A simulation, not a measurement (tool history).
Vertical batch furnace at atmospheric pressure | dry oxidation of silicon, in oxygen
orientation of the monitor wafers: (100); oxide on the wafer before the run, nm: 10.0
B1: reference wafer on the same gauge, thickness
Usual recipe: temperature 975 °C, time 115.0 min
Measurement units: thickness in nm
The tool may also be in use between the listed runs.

Run 1, hour 0.0: usual settings but temperature 995 °C; B1 63.68. Result: thickness 70.72 nm.
Run 2, hour 20.3: usual settings; B1 63.72. Result: thickness 59.48 nm.
Run 3, hour 40.5: usual settings; B1 63.71. Result: thickness 59.43 nm.
Run 4, hour 72.6: usual settings but time 142.5 min; B1 63.68. Result: thickness 68.72 nm.
Run 5, hour 96.6: usual settings but time 142.5 min; B1 63.76. Result: thickness 68.92 nm.
Run 6, hour 126.5: usual settings; B1 63.76. Result: thickness 59.75 nm.
Run 7, hour 149.7: usual settings; B1 63.67. Result: thickness 59.74 nm.
Run 8, hour 162.9: usual settings; B1 63.72. Result: thickness 59.55 nm.
Run 9, hour 177.6: usual settings; B1 63.67. Result: thickness 59.49 nm.
Run 10, hour 203.7: usual settings; B1 63.70. Result: thickness 59.80 nm.
Run 11, hour 237.0: usual settings; B1 63.68. Result: thickness 59.71 nm.
Run 12, hour 258.1: usual settings; B1 63.72. Result: thickness 59.44 nm.
Run 13, hour 276.9: usual settings; B1 63.67. Result: thickness 59.66 nm.
Run 14, hour 290.7: usual settings; B1 63.66. Result: thickness 59.57 nm.
Run 15, hour 317.4: usual settings; B1 63.71. Result: thickness 59.86 nm.
Run 16, hour 345.1: usual settings; B1 63.72. Result: thickness 59.81 nm.
Run 17, hour 371.0: usual settings; B1 63.70. Result: thickness 59.72 nm.
Run 18, hour 405.0: usual settings but temperature 968 °C; B1 63.66. Result: thickness 56.61 nm.
Run 19, hour 432.2: usual settings but temperature 968 °C; B1 63.72. Result: thickness 57.00 nm.
At hour 475.7: boat lift adjusted.
Run 20, hour 500.9: usual settings; B1 63.70. Result: thickness 59.89 nm.
Run 21, hour 527.3: usual settings but temperature 953 °C, time 69.0 min; B1 63.70. Result: thickness 36.97 nm.
At hour 552.6: thermocouples replaced and temperature profile calibrated.
Run 22, hour 553.1: usual settings; B1 63.71. Result: thickness 57.75 nm.
Run 23, hour 570.5: usual settings but temperature 963 °C, time 149.0 min; B1 63.77. Result: thickness 63.12 nm.
Run 24, hour 600.8: usual settings but temperature 984 °C, time 155.0 min; B1 63.67. Result: thickness 75.72 nm.
Run 25, hour 630.1: usual settings; B1 63.70. Result: thickness 57.80 nm.
Run 26, hour 653.3: usual settings; B1 63.71. Result: thickness 57.72 nm.
Run 27, hour 674.7: usual settings but temperature 955 °C, time 87.0 min; B1 63.68. Result: thickness 41.65 nm.
Run 28, hour 691.1: usual settings but temperature 961 °C, time 70.0 min; B1 63.70. Result: thickness 38.27 nm.
At hour 711.9: gauge calibrated.
Run 29, hour 725.0: usual settings; B1 63.73. Result: thickness 57.76 nm.
Run 30, hour 738.0: usual settings; B1 63.65. Result: thickness 57.84 nm.
Run 31, hour 761.7: usual settings but time 134.0 min; B1 63.70. Result: thickness 63.93 nm.
Run 32, hour 787.8: usual settings but temperature 982 °C; B1 63.71. Result: thickness 61.11 nm.
Run 33, hour 855.9: usual settings; B1 63.75. Result: thickness 57.99 nm.
Run 34, hour 891.9: usual settings but time 64.5 min; B1 63.65. Result: thickness 39.81 nm.
Run 35, hour 905.8: usual settings but temperature 967 °C, time 69.5 min; B1 63.75. Result: thickness 39.63 nm.
Run 36, hour 940.4: usual settings but temperature 997 °C; B1 63.70. Result: thickness 69.24 nm.
Run 37, hour 955.1: usual settings but temperature 990 °C; B1 63.68. Result: thickness 65.44 nm.
Run 38, hour 975.6: usual settings but temperature 994 °C, time 161.0 min; B1 63.70. Result: thickness 84.85 nm.

Here are 5 independent what-if runs from the current tool condition. What would each one return?
Run A, hour 982.1: usual settings but time 69.0 min; B1 ?. Result: thickness ?.
Run B, hour 982.1: usual settings but temperature 992 °C, time 147.0 min; B1 ?. Result: thickness ?.
Run C, hour 982.1: usual settings but temperature 995 °C, time 149.5 min; B1 ?. Result: thickness ?.
Run D, hour 982.1: usual settings but temperature 965 °C, time 161.5 min; B1 ?. Result: thickness ?.
Run E, hour 982.1: usual settings but temperature 963 °C, time 60.0 min; B1 ?. Result: thickness ?.

run     B1  thickness
  A  63.76      41.73
  B  63.76      78.53
  C  63.76      81.62
  D  63.76      68.14
  E  63.76      35.48
What these runs would have given with no unlogged condition in the tool:
run  thickness
  A      41.43
  B      77.80
  C      80.84
  D      67.62
  E      35.23
